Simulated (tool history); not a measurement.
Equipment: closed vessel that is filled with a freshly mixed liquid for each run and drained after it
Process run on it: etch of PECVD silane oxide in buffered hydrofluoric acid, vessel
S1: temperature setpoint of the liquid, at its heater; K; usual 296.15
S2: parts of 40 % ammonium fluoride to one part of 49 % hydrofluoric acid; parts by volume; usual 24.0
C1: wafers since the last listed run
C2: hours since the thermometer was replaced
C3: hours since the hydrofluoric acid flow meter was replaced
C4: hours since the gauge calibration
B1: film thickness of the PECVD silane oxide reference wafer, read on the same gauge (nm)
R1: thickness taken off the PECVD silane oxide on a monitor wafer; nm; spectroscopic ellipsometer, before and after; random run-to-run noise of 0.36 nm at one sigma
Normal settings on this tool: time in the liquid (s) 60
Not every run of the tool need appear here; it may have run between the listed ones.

{"run": 1, "hour": 0.0, "S1": 295.15, "S2": 24.0, "time in the liquid (s)": 60, "C1": 0, "C2": 603.6, "C3": 2047.9, "C4": 557.3, "B1": 70.03, "R1": 47.39}
{"run": 2, "hour": 107.2, "S1": 295.15, "S2": 24.0, "time in the liquid (s)": 60, "C1": 13745, "C2": 710.8, "C3": 2155.1, "C4": 664.5, "B1": 69.99, "R1": 46.84}
{"run": 3, "hour": 122.5, "S1": 296.15, "S2": 24.0, "time in the liquid (s)": 60, "C1": 1961, "C2": 726.1, "C3": 2170.4, "C4": 679.8, "B1": 69.99, "R1": 48.72}
{"run": 4, "hour": 137.5, "S1": 296.15, "S2": 24.0, "time in the liquid (s)": 60, "C1": 1923, "C2": 741.1, "C3": 2185.4, "C4": 694.8, "B1": 69.98, "R1": 49.05}
{"hour": 152.5, "done": "thermometer replaced"}
{"run": 5, "hour": 155.0, "S1": 296.15, "S2": 24.0, "time in the liquid (s)": 60, "C1": 2115, "C2": 2.5, "C3": 2202.9, "C4": 712.3, "B1": 70.01, "R1": 54.82}
{"run": 6, "hour": 175.2, "S1": 296.15, "S2": 24.0, "time in the liquid (s)": 60, "C1": 2590, "C2": 22.7, "C3": 2223.1, "C4": 732.5, "B1": 70.02, "R1": 54.51}
{"run": 7, "hour": 202.3, "S1": 296.15, "S2": 24.0, "time in the liquid (s)": 35, "C1": 3474, "C2": 49.8, "C3": 2250.2, "C4": 759.6, "B1": 70.01, "R1": 31.87}
{"run": 8, "hour": 236.9, "S1": 296.15, "S2": 24.0, "time in the liquid (s)": 35, "C1": 4436, "C2": 84.4, "C3": 2284.8, "C4": 794.2, "B1": 70.01, "R1": 31.41}
{"run": 9, "hour": 260.4, "S1": 296.15, "S2": 24.0, "time in the liquid (s)": 35, "C1": 3013, "C2": 107.9, "C3": 2308.3, "C4": 817.7, "B1": 69.99, "R1": 31.84}
{"run": 10, "hour": 277.7, "S1": 296.15, "S2": 24.0, "time in the liquid (s)": 60, "C1": 2218, "C2": 125.2, "C3": 2325.6, "C4": 835.0, "B1": 70.04, "R1": 53.88}
{"run": 11, "hour": 305.8, "S1": 293.15, "S2": 24.0, "time in the liquid (s)": 60, "C1": 3602, "C2": 153.3, "C3": 2353.7, "C4": 863.1, "B1": 70.01, "R1": 45.58}
{"run": 12, "hour": 334.5, "S1": 293.15, "S2": 24.0, "time in the liquid (s)": 60, "C1": 3679, "C2": 182.0, "C3": 2382.4, "C4": 891.8, "B1": 70.02, "R1": 45.44}
{"hour": 338.4, "done": "hydrofluoric acid flow meter replaced"}
{"run": 13, "hour": 361.9, "S1": 296.15, "S2": 17.5, "time in the liquid (s)": 60, "C1": 3384, "C2": 209.4, "C3": 23.5, "C4": 919.2, "B1": 70.01, "R1": 69.01}
{"run": 14, "hour": 388.3, "S1": 292.65, "S2": 24.0, "time in the liquid (s)": 60, "C1": 3384, "C2": 235.8, "C3": 49.9, "C4": 945.6, "B1": 70.01, "R1": 43.32}
{"run": 15, "hour": 418.9, "S1": 298.15, "S2": 30.0, "time in the liquid (s)": 80, "C1": 3923, "C2": 266.4, "C3": 80.5, "C4": 976.2, "B1": 70.0, "R1": 68.09}
{"hour": 420.7, "done": "gauge calibrated"}
{"run": 16, "hour": 446.7, "S1": 292.15, "S2": 24.0, "time in the liquid (s)": 60, "C1": 3564, "C2": 294.2, "C3": 108.3, "C4": 26.0, "B1": 70.0, "R1": 42.49}
{"run": 17, "hour": 480.6, "S1": 298.15, "S2": 29.5, "time in the liquid (s)": 95, "C1": 4346, "C2": 328.1, "C3": 142.2, "C4": 59.9, "B1": 70.01, "R1": 80.74}
{"run": 18, "hour": 535.9, "S1": 299.15, "S2": 21.5, "time in the liquid (s)": 60, "C1": 7090, "C2": 383.4, "C3": 197.5, "C4": 115.2, "B1": 70.0, "R1": 67.22}
{"run": 19, "hour": 550.9, "S1": 296.15, "S2": 24.0, "time in the liquid (s)": 35, "C1": 1923, "C2": 398.4, "C3": 212.5, "C4": 130.2, "B1": 69.99, "R1": 30.53}
{"run": 20, "hour": 582.0, "S1": 296.15, "S2": 24.0, "time in the liquid (s)": 70, "C1": 3987, "C2": 429.5, "C3": 243.6, "C4": 161.3, "B1": 70.01, "R1": 61.0}
{"run": 21, "hour": 602.4, "S1": 296.15, "S2": 24.0, "time in the liquid (s)": 60, "C1": 2615, "C2": 449.9, "C3": 264.0, "C4": 181.7, "B1": 69.98, "R1": 51.32}
{"run": 22, "hour": 624.1, "S1": 291.65, "S2": 17.5, "time in the liquid (s)": 85, "C1": 2782, "C2": 471.6, "C3": 285.7, "C4": 203.4, "B1": 70.02, "R1": 74.34}
{"run": 23, "hour": 638.5, "S1": 300.65, "S2": 17.5, "time in the liquid (s)": 90, "C1": 1846, "C2": 486.0, "C3": 300.1, "C4": 217.8, "B1": 70.01, "R1": 129.09}
{"run": 24, "hour": 658.3, "S1": 296.15, "S2": 24.0, "time in the liquid (s)": 60, "C1": 2538, "C2": 505.8, "C3": 319.9, "C4": 237.6, "B1": 70.01, "R1": 51.5}
{"run": 25, "hour": 684.0, "S1": 296.15, "S2": 16.0, "time in the liquid (s)": 60, "C1": 3295, "C2": 531.5, "C3": 345.6, "C4": 263.3, "B1": 70.03, "R1": 72.6}
{"run": 26, "hour": 699.4, "S1": 297.65, "S2": 29.5, "time in the liquid (s)": 90, "C1": 1974, "C2": 546.9, "C3": 361.0, "C4": 278.7, "B1": 70.01, "R1": 72.87}
{"run": 27, "hour": 719.0, "S1": 296.15, "S2": 24.0, "time in the liquid (s)": 80, "C1": 2513, "C2": 566.5, "C3": 380.6, "C4": 298.3, "B1": 70.0, "R1": 68.78}
{"run": 28, "hour": 749.2, "S1": 296.15, "S2": 24.0, "time in the liquid (s)": 75, "C1": 3872, "C2": 596.7, "C3": 410.8, "C4": 328.5, "B1": 70.03, "R1": 64.74}
{"run": 29, "hour": 775.9, "S1": 296.15, "S2": 24.0, "time in the liquid (s)": 30, "C1": 3423, "C2": 623.4, "C3": 437.5, "C4": 355.2, "B1": 69.99, "R1": 25.74}
{"run": 30, "hour": 796.2, "S1": 293.65, "S2": 30.0, "time in the liquid (s)": 60, "C1": 2602, "C2": 643.7, "C3": 457.8, "C4": 375.5, "B1": 70.0, "R1": 37.79}
{"run": 31, "hour": 808.8, "S1": 298.15, "S2": 17.0, "time in the liquid (s)": 30, "C1": 1615, "C2": 656.3, "C3": 470.4, "C4": 388.1, "B1": 70.01, "R1": 37.62}
{"run": 32, "hour": 867.2, "S1": 298.15, "S2": 21.5, "time in the liquid (s)": 95, "C1": 7487, "C2": 714.7, "C3": 528.8, "C4": 446.5, "B1": 70.0, "R1": 95.47}
{"run": 33, "hour": 899.8, "S1": 296.15, "S2": 24.0, "time in the liquid (s)": 60, "C1": 4179, "C2": 747.3, "C3": 561.4, "C4": 479.1, "B1": 70.01, "R1": 50.02}

Predict each of these 4 candidate next runs independently; none follows another, all start after run 33:
{"run": "A", "hour": 900.5, "S1": 291.65, "S2": 24.0, "time in the liquid (s)": 60, "C1": 89, "C2": 748.0, "C3": 562.1, "C4": 479.8, "B1": "?", "R1": "?"}
{"run": "B", "hour": 900.5, "S1": 296.15, "S2": 29.5, "time in the liquid (s)": 60, "C1": 89, "C2": 748.0, "C3": 562.1, "C4": 479.8, "B1": "?", "R1": "?"}
{"run": "C", "hour": 900.5, "S1": 292.65, "S2": 17.5, "time in the liquid (s)": 85, "C1": 89, "C2": 748.0, "C3": 562.1, "C4": 479.8, "B1": "?", "R1": "?"}
{"run": "D", "hour": 900.5, "S1": 301.15, "S2": 24.0, "time in the liquid (s)": 30, "C1": 89, "C2": 748.0, "C3": 562.1, "C4": 479.8, "B1": "?", "R1": "?"}

run=A B1=70.05 R1=39.30
run=B B1=70.05 R1=43.96
run=C B1=70.05 R1=76.31
run=D B1=70.05 R1=33.34
Had the tool no hidden state, the same runs would have come out as:
run=A R1=42.84
run=B R1=47.81
run=C R1=83.11
run=D R1=36.16

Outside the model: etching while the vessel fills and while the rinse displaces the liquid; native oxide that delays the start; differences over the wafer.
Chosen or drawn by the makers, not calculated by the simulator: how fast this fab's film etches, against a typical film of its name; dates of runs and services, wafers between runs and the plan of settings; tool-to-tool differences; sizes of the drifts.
